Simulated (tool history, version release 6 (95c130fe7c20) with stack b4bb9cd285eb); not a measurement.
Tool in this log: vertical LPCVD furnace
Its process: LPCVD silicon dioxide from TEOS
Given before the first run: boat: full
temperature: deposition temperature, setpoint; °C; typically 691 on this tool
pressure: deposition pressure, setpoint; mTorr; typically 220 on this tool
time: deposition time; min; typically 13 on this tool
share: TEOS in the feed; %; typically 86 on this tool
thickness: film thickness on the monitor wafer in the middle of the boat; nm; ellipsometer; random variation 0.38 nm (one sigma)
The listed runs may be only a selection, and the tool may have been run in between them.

run	day	temperature	pressure	time	share	wafers since the last listed run	hours since the last temperature calibration	hours since the pressure gauge was zeroed	hours since the TEOS flow controller was replaced	hours since the gauge calibration	read-back reference wafer on the same gauge, thickness	thickness
1	0	685	220	13	86	0	5090.2	53.7	49.1	2441	70.1	64.03
2	2.717	685	220	13	86	772	5155.4	118.9	114.3	2506.2	70.11	64.38
3	3.817	691	185	13	76	312	5181.8	145.3	140.7	2532.6	70.17	64.22
4	6.358	691	235	13	97	722	5242.8	206.3	201.7	2593.6	70.14	80.74
5	8.829	691	220	15	86	702	5302.1	265.6	261	2652.9	70.15	85.38
6	11.275	691	220	13	86	695	5360.8	324.3	319.7	2711.6	70.08	73.81
# day 12.029: gauge calibrated
7	13.7	691	220	13	86	689	5419	382.5	377.9	40.1	70.07	74.18
8	16.058	691	220	13	86	670	5475.6	439.1	434.5	96.7	70.09	73.91
# day 18.217: thermocouples replaced and temperature profile calibrated
9	18.238	691	220	16	92	335	0.5	491.4	486.8	149	70.09	94.01
10	20.721	680	220	13	91	705	60.1	551	546.4	208.6	70.11	58.6
11	22.308	691	275	13	91	451	98.2	589.1	584.5	246.7	70.12	84.62
12	23.804	691	190	9.5	86	425	134.1	625	620.4	282.6	70.13	50.28
13	26.354	701	240	11	79	724	195.3	686.2	681.6	343.8	70.12	79.64
14	27.658	683	220	9	86	370	226.6	717.5	712.9	375.1	70.08	42.17
15	29.038	691	250	10.5	86	392	259.7	750.6	746	408.2	70.07	63.88

Estimate the outcome of run 16 from the log above:
16	30.612	691	250	17	86	447	297.5	788.4	783.8	446	?	?

Logged for run 16: read-back reference wafer on the same gauge, thickness 70.02, thickness 103.96 nm.
If the tool had no hidden condition, the same run with the same run-to-run variation would have returned thickness 103.96 nm.

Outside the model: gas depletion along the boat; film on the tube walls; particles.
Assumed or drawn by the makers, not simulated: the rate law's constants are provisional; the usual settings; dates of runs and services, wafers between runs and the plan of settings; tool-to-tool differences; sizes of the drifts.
